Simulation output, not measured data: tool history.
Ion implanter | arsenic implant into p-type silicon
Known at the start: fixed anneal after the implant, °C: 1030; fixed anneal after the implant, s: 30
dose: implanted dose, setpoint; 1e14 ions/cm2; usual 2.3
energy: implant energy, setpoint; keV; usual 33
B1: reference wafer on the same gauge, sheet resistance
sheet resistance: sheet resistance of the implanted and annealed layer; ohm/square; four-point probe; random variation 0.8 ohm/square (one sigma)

{"run": 1, "hour": 0.0, "dose": 2.3, "energy": 36, "B1": 432.53, "sheet resistance": 360.8}
{"run": 2, "hour": 32.3, "dose": 2.14, "energy": 33, "B1": 432.88, "sheet resistance": 384.12}
{"run": 3, "hour": 46.4, "dose": 2.14, "energy": 33, "B1": 432.79, "sheet resistance": 383.91}
{"run": 4, "hour": 73.8, "dose": 2.3, "energy": 33, "B1": 432.97, "sheet resistance": 365.85}
{"run": 5, "hour": 98.5, "dose": 2.3, "energy": 33, "B1": 433.23, "sheet resistance": 365.3}
{"run": 6, "hour": 115.2, "dose": 2.3, "energy": 30.5, "B1": 433.32, "sheet resistance": 369.49}
{"run": 7, "hour": 149.0, "dose": 2.3, "energy": 30.5, "B1": 433.5, "sheet resistance": 369.04}
{"run": 8, "hour": 163.3, "dose": 2.3, "energy": 30.5, "B1": 433.42, "sheet resistance": 368.45}
{"hour": 167.5, "done": "gauge calibrated"}
{"run": 9, "hour": 175.9, "dose": 2.3, "energy": 33, "B1": 428.87, "sheet resistance": 361.26}
{"run": 10, "hour": 272.7, "dose": 2.3, "energy": 33, "B1": 431.25, "sheet resistance": 363.68}
{"hour": 284.7, "done": "Faraday cup replaced and dose calibrated"}
{"hour": 304.4, "done": "extraction supply calibrated"}
{"run": 11, "hour": 304.9, "dose": 1.76, "energy": 33, "B1": 431.58, "sheet resistance": 442.26}
{"run": 12, "hour": 314.0, "dose": 2.77, "energy": 28, "B1": 432.13, "sheet resistance": 323.63}
{"run": 13, "hour": 345.7, "dose": 2.01, "energy": 33, "B1": 432.39, "sheet resistance": 402.87}
{"run": 14, "hour": 368.7, "dose": 2.78, "energy": 24.5, "B1": 432.74, "sheet resistance": 330.55}
{"run": 15, "hour": 396.6, "dose": 2.98, "energy": 41, "B1": 432.94, "sheet resistance": 291.13}
{"run": 16, "hour": 425.3, "dose": 1.95, "energy": 24.5, "B1": 433.18, "sheet resistance": 430.67}

The next listed run, before its measurement:
{"run": 17, "hour": 441.1, "dose": 2.3, "energy": 33, "B1": "?", "sheet resistance": "?"}

Run 17 gave B1 433.11, sheet resistance 365.58 ohm/square.
Without the tool's hidden state the same run would have given sheet resistance 361.25 ohm/square.
